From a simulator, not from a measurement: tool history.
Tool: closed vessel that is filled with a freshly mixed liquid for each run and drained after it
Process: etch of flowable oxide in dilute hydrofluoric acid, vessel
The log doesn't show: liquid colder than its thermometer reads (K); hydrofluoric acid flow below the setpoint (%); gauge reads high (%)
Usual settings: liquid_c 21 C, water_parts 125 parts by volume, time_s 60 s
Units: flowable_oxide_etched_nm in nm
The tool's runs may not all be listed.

run,hour,liquid_c,water_parts,time_s,wafers since the last listed run,hours since the thermometer was replaced,hours since the hydrofluoric acid flow meter was replaced,hours since the gauge calibration,"read-back film thickness of the flowable oxide reference wafer, read on the same gauge (nm)",flowable_oxide_etched_nm
1,0,18,125,60,0,2164.9,316.3,89.2,150,23.93
2,13.8,18,125,60,1201,2178.7,330.1,103,150.01,24.02
3,47.5,18,125,60,2934,2212.4,363.8,136.7,149.95,23.26
4,80.3,24.5,125,60,2856,2245.2,396.6,169.5,150.02,30.34
5,108.5,21,125,40,2455,2273.4,424.8,197.7,149.99,17.79
6,135.1,21,125,40,2316,2300,451.4,224.3,150.04,17.4
# hour 140.4: thermometer replaced
# hour 151.6: hydrofluoric acid flow meter replaced
7,154.5,21,125,40,1515,14.1,2.9,243.7,150.04,16.18
8,167.6,21,125,60,1140,27.2,16,256.8,150.02,24.54
9,185.8,21,125,60,1584,45.4,34.2,275,149.98,24.1
10,211.8,17,125,80,2264,71.4,60.2,301,150.04,27.11
11,233.2,24,125,60,1863,92.8,81.6,322.4,150.04,26.79
# hour 244.3: hydrofluoric acid flow meter replaced, repeated, since the last time left the tool worse
# hour 254.4: gauge calibrated
12,261.4,21,110,60,2368,121,17.1,7,150.02,32.92
13,296.2,18.5,95,60,3030,155.8,51.9,41.8,149.99,34.48
14,315.8,21,125,60,1706,175.4,71.5,61.4,149.98,28.17
15,331.4,21,125,50,1358,191,87.1,77,150,23.52
16,357.6,21,125,60,2281,217.2,113.3,103.2,149.94,27.95
17,387.7,17,170,90,2621,247.3,143.4,133.3,150,24.99
18,422.5,21,125,60,3030,282.1,178.2,168.1,150.04,27.87

The tool's hidden state at each run:
liquid colder than its thermometer reads (K): 0 in every run
gauge reads high (%): 0 in every run
H1: hydrofluoric acid flow below the setpoint (%)
run,H1
1,5.96
2,6.17
3,6.68
4,7.18
5,7.61
6,8.01
7,13.7
8,13.9
9,14.2
10,14.5
11,14.9
12,0.777
13,1.3
14,1.6
15,1.84
16,2.24
17,2.69
18,3.22
